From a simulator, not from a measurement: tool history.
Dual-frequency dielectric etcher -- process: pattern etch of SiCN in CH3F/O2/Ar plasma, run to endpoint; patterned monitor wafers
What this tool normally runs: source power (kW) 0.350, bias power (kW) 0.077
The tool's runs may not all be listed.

| run | day | source power (kW) | bias power (kW) | wafers since the last listed run | hours since the last wet clean | hours since the last source power generator calibration | hours since the last bias power generator calibration | hours since the last upper electrode change | incoming incoming film thickness, nm | endpoint time (s) |
|---|---|---|---|---|---|---|---|---|---|---|
| 1 | 0.000 | 0.350 | 0.086 | 0 | 41.7 | 1596.6 | 4781.6 | 4332.8 | 8.95 | 23.0 |
| 2 | 6.567 | 0.350 | 0.086 | 2438 | 199.3 | 1754.2 | 4939.2 | 4490.4 | 9.04 | 23.3 |
| 3 | 8.112 | 0.350 | 0.086 | 574 | 236.4 | 1791.3 | 4976.3 | 4527.5 | 9.00 | 23.4 |
| 4 | 9.496 | 0.280 | 0.089 | 513 | 269.6 | 1824.5 | 5009.5 | 4560.7 | 8.96 | 24.5 |
| 5 | 11.088 | 0.280 | 0.089 | 591 | 307.8 | 1862.7 | 5047.7 | 4598.9 | 8.99 | 24.9 |
| 6 | 13.550 | 0.280 | 0.089 | 914 | 366.9 | 1921.8 | 5106.8 | 4658.0 | 8.94 | 25.0 |
|  | 16.725 | wet clean of the chamber |
| 7 | 16.746 | 0.380 | 0.077 | 815 | 0.5 | 1998.5 | 5183.5 | 4734.7 | 8.88 | 24.5 |
| 8 | 17.533 | 0.380 | 0.077 | 292 | 19.4 | 2017.4 | 5202.4 | 4753.6 | 8.94 | 24.8 |
|  | 18.579 | source power generator calibrated |
|  | 24.104 | upper electrode replaced |
|  | 25.112 | bias power generator calibrated |
|  | 25.483 | wet clean of the chamber, repeated, since the last time left the tool worse |
| 9 | 25.504 | 0.350 | 0.089 | 2327 | 0.5 | 166.2 | 9.4 | 33.6 | 8.99 | 22.1 |
| 10 | 26.192 | 0.410 | 0.094 | 255 | 17.0 | 182.7 | 25.9 | 50.1 | 8.90 | 20.6 |
| 11 | 27.421 | 0.430 | 0.094 | 456 | 46.5 | 212.2 | 55.4 | 79.6 | 9.05 | 20.3 |
| 12 | 29.546 | 0.350 | 0.077 | 789 | 97.5 | 263.2 | 106.4 | 130.6 | 8.98 | 24.4 |
| 13 | 31.654 | 0.350 | 0.077 | 782 | 148.1 | 313.8 | 157.0 | 181.2 | 8.98 | 24.7 |
| 14 | 34.283 | 0.410 | 0.077 | 976 | 211.2 | 376.9 | 220.1 | 244.3 | 8.96 | 23.0 |
| 15 | 36.446 | 0.350 | 0.061 | 803 | 263.1 | 428.8 | 272.0 | 296.2 | 9.04 | 28.9 |
| 16 | 37.808 | 0.370 | 0.063 | 506 | 295.8 | 461.5 | 304.7 | 328.9 | 8.99 | 27.4 |
| 17 | 39.054 | 0.330 | 0.077 | 462 | 325.7 | 491.4 | 334.6 | 358.8 | 8.99 | 25.4 |
| 18 | 41.050 | 0.400 | 0.089 | 741 | 373.6 | 539.3 | 382.5 | 406.7 | 8.95 | 21.9 |
|  | 42.146 | wet clean of the chamber |
| 19 | 42.438 | 0.400 | 0.070 | 143 | 7.0 | 572.6 | 415.8 | 440.0 | 9.05 | 24.3 |

Measured less the same run without the tool's hidden state. The same run-to-run variation is in both; the gauge's scatter may not be:
Hidden state present: etch rate over this chamber's usual, %; source power that arrives over what is set, %; bias power that arrives over what is set, %.
| run | endpoint time (s) |
|---|---|
| 1 | +0.0 |
| 2 | +0.3 |
| 3 | +0.4 |
| 4 | +0.4 |
| 5 | +0.5 |
| 6 | +0.7 |
| 7 | +1.3 |
| 8 | +1.3 |
| 9 | +0.0 |
| 10 | +0.0 |
| 11 | +0.0 |
| 12 | +0.1 |
| 13 | +0.2 |
| 14 | +0.4 |
| 15 | +0.6 |
| 16 | +0.6 |
| 17 | +0.6 |
| 18 | +0.6 |
| 19 | -0.2 |
